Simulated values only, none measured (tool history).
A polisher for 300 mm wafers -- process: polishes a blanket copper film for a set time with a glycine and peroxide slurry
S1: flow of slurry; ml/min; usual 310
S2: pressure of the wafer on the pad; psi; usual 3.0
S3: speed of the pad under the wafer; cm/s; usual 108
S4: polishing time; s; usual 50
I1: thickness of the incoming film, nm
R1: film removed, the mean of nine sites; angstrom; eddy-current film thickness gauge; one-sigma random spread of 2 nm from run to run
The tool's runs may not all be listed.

Run 1, hour 0.0: usual settings but S3 124 cm/s; I1 1249.3. Result: R1 2749 angstrom.
Run 2, hour 26.3: usual settings but S3 124 cm/s; I1 1256.8. Result: R1 2773 angstrom.
Run 3, hour 82.9: usual settings but S3 124 cm/s; I1 1270.5. Result: R1 2743 angstrom.
Run 4, hour 115.9: usual settings; I1 1268.0. Result: R1 2468 angstrom.
Run 5, hour 165.6: usual settings; I1 1237.7. Result: R1 2469 angstrom.
Run 6, hour 196.9: usual settings; I1 1248.9. Result: R1 2432 angstrom.
At hour 205.3: worn pad replaced by a new one.
Run 7, hour 268.4: usual settings; I1 1240.0. Result: R1 2444 angstrom.
At hour 280.3: slurry nozzle cleaned.
Run 8, hour 312.4: usual settings but S2 3.4 psi; I1 1272.0. Result: R1 2747 angstrom.
Run 9, hour 376.9: usual settings but S2 3.4 psi; I1 1253.1. Result: R1 2734 angstrom.
Run 10, hour 417.2: usual settings but S2 3.4 psi; I1 1260.9. Result: R1 2723 angstrom.
Run 11, hour 463.8: usual settings but S3 78 cm/s; I1 1262.2. Result: R1 1859 angstrom.
Run 12, hour 498.5: usual settings; I1 1277.5. Result: R1 2414 angstrom.
At hour 532.5: worn pad replaced by a new one.
Run 13, hour 551.1: usual settings but S1 380 ml/min; I1 1268.7. Result: R1 2437 angstrom.
Run 14, hour 601.3: usual settings but S1 380 ml/min; I1 1253.7. Result: R1 2448 angstrom.
Run 15, hour 655.0: usual settings but S1 380 ml/min; I1 1282.4. Result: R1 2439 angstrom.
Run 16, hour 680.0: usual settings; I1 1271.8. Result: R1 2428 angstrom.
At hour 700.2: head pressure recalibrated.
Run 17, hour 720.8: usual settings; I1 1272.9. Result: R1 2555 angstrom.
At hour 726.2: slurry nozzle cleaned.
Run 18, hour 778.5: usual settings but S1 380 ml/min; I1 1279.4. Result: R1 2579 angstrom.
At hour 867.7: worn pad replaced by a new one.
Run 19, hour 955.2: usual settings but S2 3.7 psi; I1 1263.0. Result: R1 2999 angstrom.
Run 20, hour 1004.4: usual settings but S1 400 ml/min, S2 2.4 psi, S3 76 cm/s, S4 56 s; I1 1287.0. Result: R1 1791 angstrom.
At hour 1112.3: slurry nozzle cleaned.
At hour 1145.9: worn pad replaced by a new one.
Run 21, hour 1199.9: usual settings but S1 350 ml/min, S3 90 cm/s, S4 41 s; I1 1259.8. Result: R1 1745 angstrom.
Run 22, hour 1240.2: usual settings but S2 3.8 psi, S4 33 s; I1 1278.4. Result: R1 1980 angstrom.
Run 23, hour 1268.7: usual settings but S2 2.7 psi, S3 72 cm/s, S4 56 s; I1 1264.9. Result: R1 1822 angstrom.
Run 24, hour 1319.7: usual settings but S2 2.7 psi, S3 72 cm/s, S4 56 s; I1 1256.9. Result: R1 1825 angstrom.
Run 25, hour 1388.4: usual settings; I1 1243.6. Result: R1 2446 angstrom.
At hour 1448.2: worn pad replaced by a new one.
Run 26, hour 1448.7: usual settings; I1 1272.3. Result: R1 2465 angstrom.
Run 27, hour 1480.6: usual settings but S4 39 s; I1 1258.6. Result: R1 1908 angstrom.
At hour 1492.6: slurry nozzle cleaned.
Run 28, hour 1529.3: usual settings but S4 67 s; I1 1251.3. Result: R1 3240 angstrom.
Run 29, hour 1558.5: usual settings but S4 61 s; I1 1246.8. Result: R1 2979 angstrom.
Run 30, hour 1621.8: usual settings but S3 72 cm/s, S4 40 s; I1 1274.0. Result: R1 1398 angstrom.

3 ways to go on from here, each from the tool as it stands after run 30. What would each give?
Run A, hour 1622.2: usual settings; I1 1257.9. Result: R1 ?.
Run B, hour 1622.2: usual settings but S1 205 ml/min, S4 33 s; I1 1257.9. Result: R1 ?.
Run C, hour 1622.2: usual settings but S1 280 ml/min; I1 1257.9. Result: R1 ?.

run    R1
  A  2392
  B  1537
  C  2377
What these runs would have given with no unlogged condition in the tool:
run    R1
  A  2557
  B  1642
  C  2541

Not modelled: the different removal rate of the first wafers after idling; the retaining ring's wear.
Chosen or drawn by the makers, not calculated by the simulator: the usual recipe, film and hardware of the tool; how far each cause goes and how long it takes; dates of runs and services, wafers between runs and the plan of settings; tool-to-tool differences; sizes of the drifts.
